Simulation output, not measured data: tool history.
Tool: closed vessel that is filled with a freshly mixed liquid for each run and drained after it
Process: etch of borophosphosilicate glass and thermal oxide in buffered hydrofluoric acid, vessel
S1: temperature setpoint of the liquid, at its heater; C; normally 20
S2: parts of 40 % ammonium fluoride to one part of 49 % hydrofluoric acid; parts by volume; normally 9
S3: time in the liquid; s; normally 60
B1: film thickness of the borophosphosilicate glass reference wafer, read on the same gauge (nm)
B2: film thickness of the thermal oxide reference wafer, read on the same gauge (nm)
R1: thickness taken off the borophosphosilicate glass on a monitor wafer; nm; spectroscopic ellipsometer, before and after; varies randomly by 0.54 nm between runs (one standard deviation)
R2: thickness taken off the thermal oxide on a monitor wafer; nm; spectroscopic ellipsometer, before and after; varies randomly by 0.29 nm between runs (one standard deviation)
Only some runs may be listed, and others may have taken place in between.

run	day	S1	S2	S3	B1	B2	R1	R2
1	0	20	9	70	99.99	40.01	157.67	64.44
2	3.262	20	9	70	100	40.02	159.63	64.43
3	5.996	20	10	60	100	39.98	126.96	51.68
4	8.096	20	9	60	99.99	39.96	135.93	55.86
# day 11.033: thermometer replaced
5	11.662	20	9	60	100.01	40.06	137.46	55.72
6	14.667	20	9	60	99.99	39.97	136.23	55.62
7	17.196	22	6	30	99.99	40.03	115.09	46.64
8	19.529	20	9	60	100	39.99	136.32	55.64
9	22.992	20	9	60	99.99	40.03	136.9	55.89
10	26.338	20	9	60	100	40	137.65	56.36
11	38.475	23.5	8	60	100.02	39.94	191.22	78.1
12	40.504	20	9	35	100.01	40.02	81.22	32.86
13	42.329	17	7.5	30	99.99	40.05	71.86	29.24
14	46.725	23	9	60	99.99	39.96	163.09	66.46
15	50.179	18.5	9	50	100	40.01	107.41	43.28
# day 52.125: thermometer replaced
16	52.433	23.5	8	60	100	39.96	192.46	79.2
# day 53.588: hydrofluoric acid flow meter replaced
# day 54.646: gauge calibrated
17	55.533	17	12.5	60	100	39.99	85.74	34.64
18	57.354	21.5	9	40	100.01	39.98	97.87	39.88
19	70.079	20	9	60	100	40.03	136.91	55
20	72.342	20	9	60	99.99	39.98	135.8	55.98
21	75.612	20	9	60	100	40.02	136.09	55.97
22	77.217	17.5	10	95	99.97	39.94	173.66	71.11
23	78.929	17	11.5	75	100	40	117.98	47.99
24	80.571	23.5	11.5	30	100	40.01	67.52	27.67

Hidden state or all else? Some run-to-run changes of R1, split into what the settings, what came in and random variation would give without the hidden state, and what is left for the hidden state (with any gauge scatter that isn't in both results):
What the log doesn't record here: liquid hotter than its thermometer reads (K); hydrofluoric acid flow above the setpoint (%); gauge reads high (%).
Run 11 -> 12: S1 23.5 -> 20, S2 8 -> 9, S3 60 -> 35. R1 -110 nm: hidden state -2.75, all else -107.25.
Run 15 -> 16: S1 18.5 -> 23.5, S2 9 -> 8, S3 50 -> 60, thermometer replaced. R1 +85.05 nm: hidden state +2.99, all else +82.06.
Run 16 -> 17: S1 23.5 -> 17, S2 8 -> 12.5, hydrofluoric acid flow meter replaced, gauge calibrated. R1 -106.72 nm: hidden state -6.38, all else -100.34.
